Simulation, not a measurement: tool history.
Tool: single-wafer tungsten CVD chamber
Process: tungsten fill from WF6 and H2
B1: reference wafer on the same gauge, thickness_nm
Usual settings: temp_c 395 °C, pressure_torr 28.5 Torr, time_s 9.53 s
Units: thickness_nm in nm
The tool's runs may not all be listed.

run 1 hour=0.0 | temp_c=395 pressure_torr=28.5 time_s=9.53 | B1=21.699 | thickness_nm=20.668
run 2 hour=63.1 | temp_c=395 pressure_torr=28.5 time_s=9.53 | B1=21.726 | thickness_nm=20.527
run 3 hour=98.1 | temp_c=395 pressure_torr=28.5 time_s=9.53 | B1=21.688 | thickness_nm=20.682
run 4 hour=128.6 | temp_c=395 pressure_torr=28.5 time_s=9.53 | B1=21.693 | thickness_nm=20.407
-- hour=166.0 thermocouple changed; heater temperature recalibrated
run 5 hour=166.5 | temp_c=395 pressure_torr=28.5 time_s=9.53 | B1=21.702 | thickness_nm=21.938
run 6 hour=176.4 | temp_c=395 pressure_torr=28.5 time_s=9.53 | B1=21.695 | thickness_nm=21.969
run 7 hour=196.0 | temp_c=395 pressure_torr=28.5 time_s=9.53 | B1=21.699 | thickness_nm=21.902
-- hour=218.1 capacitance manometer re-zeroed and calibrated
run 8 hour=218.6 | temp_c=395 pressure_torr=28.5 time_s=9.53 | B1=21.687 | thickness_nm=21.787

Run 9 comes next. What will it give?
run 9 hour=240.8 | temp_c=395 pressure_torr=28.5 time_s=9.53 | B1=? | thickness_nm=?

Run 9 gave B1 21.690, thickness_nm 21.868 nm.
Without the tool's hidden state the same run would have given thickness_nm 22.234 nm.
